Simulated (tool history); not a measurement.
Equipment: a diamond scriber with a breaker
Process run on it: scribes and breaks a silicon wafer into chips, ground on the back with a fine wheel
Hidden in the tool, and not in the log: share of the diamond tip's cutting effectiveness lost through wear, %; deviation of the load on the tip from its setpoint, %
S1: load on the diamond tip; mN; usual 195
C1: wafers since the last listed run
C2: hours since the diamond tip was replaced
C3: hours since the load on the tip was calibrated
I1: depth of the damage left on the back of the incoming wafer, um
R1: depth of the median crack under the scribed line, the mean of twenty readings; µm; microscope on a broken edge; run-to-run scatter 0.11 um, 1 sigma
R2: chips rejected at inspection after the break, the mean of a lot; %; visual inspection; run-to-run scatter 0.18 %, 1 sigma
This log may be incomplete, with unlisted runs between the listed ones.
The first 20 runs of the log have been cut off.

| run | hour | S1 | C1 | C2 | C3 | I1 | R1 | R2 |
|---|---|---|---|---|---|---|---|---|
| 21 | 1577.4 | 179 | 149 | 561.3 | 288.9 | 2.63 | 7.26 | 5.77 |
|  | 1619.3 | diamond tip replaced by a new one |
| 22 | 1624.2 | 195 | 99 | 4.9 | 335.7 | 2.11 | 7.66 | 3.38 |
| 23 | 1701.3 | 157 | 170 | 82 | 412.8 | 2.24 | 6.93 | 5.53 |
| 24 | 1942.4 | 218 | 532 | 323.1 | 653.9 | 2.6 | 8.67 | 6.23 |
| 25 | 2000.1 | 195 | 127 | 380.8 | 711.6 | 2.52 | 8.28 | 5.3 |
| 26 | 2061.9 | 195 | 136 | 442.6 | 773.4 | 2.87 | 8.17 | 6.4 |
|  | 2126.9 | load on the tip recalibrated |
| 27 | 2147.9 | 240 | 185 | 528.6 | 21 | 1.7 | 8.39 | 4.06 |
|  | 2169.5 | diamond tip replaced by a new one |
| 28 | 2200.9 | 247 | 112 | 31.4 | 74 | 1.63 | 8.57 | 4.55 |
| 29 | 2271.3 | 176 | 155 | 101.8 | 144.4 | 1.92 | 7.13 | 3.89 |
| 30 | 2376.9 | 142 | 233 | 207.4 | 250 | 1.6 | 6.24 | 6.77 |
| 31 | 2457.1 | 147 | 177 | 287.6 | 330.2 | 2.31 | 6.45 | 8.58 |
| 32 | 2656.8 | 195 | 441 | 487.3 | 529.9 | 1.9 | 7.91 | 3.32 |
|  | 2711.8 | diamond tip replaced by a new one |
| 33 | 2718.8 | 154 | 132 | 7 | 591.9 | 2.47 | 6.91 | 6.78 |
| 34 | 2780.3 | 139 | 135 | 68.5 | 653.4 | 2.72 | 6.37 | 10.65 |
| 35 | 2857.5 | 195 | 170 | 145.7 | 730.6 | 1.78 | 8 | 3.34 |

4 options for the next run, each taken on its own from the tool as it stands now. Forecast them:
| A | 2858.1 | 195 | 1 | 146.3 | 731.2 | 2.09 | ? | ? |
| B | 2858.1 | 250 | 1 | 146.3 | 731.2 | 2.09 | ? | ? |
| C | 2858.1 | 155 | 1 | 146.3 | 731.2 | 2.09 | ? | ? |
| D | 2858.1 | 214 | 1 | 146.3 | 731.2 | 2.09 | ? | ? |

| run | R1 | R2 |
|---|---|---|
| A | 8.24 | 3.64 |
| B | 9.62 | 7.95 |
| C | 7.16 | 4.61 |
| D | 8.73 | 4.61 |
Take away the tool's hidden state, keep each run's random variation, and the runs would have read:
| run | R1 | R2 |
|---|---|---|
| A | 7.73 | 3.49 |
| B | 9.02 | 5.51 |
| C | 6.72 | 6.62 |
| D | 8.19 | 3.58 |
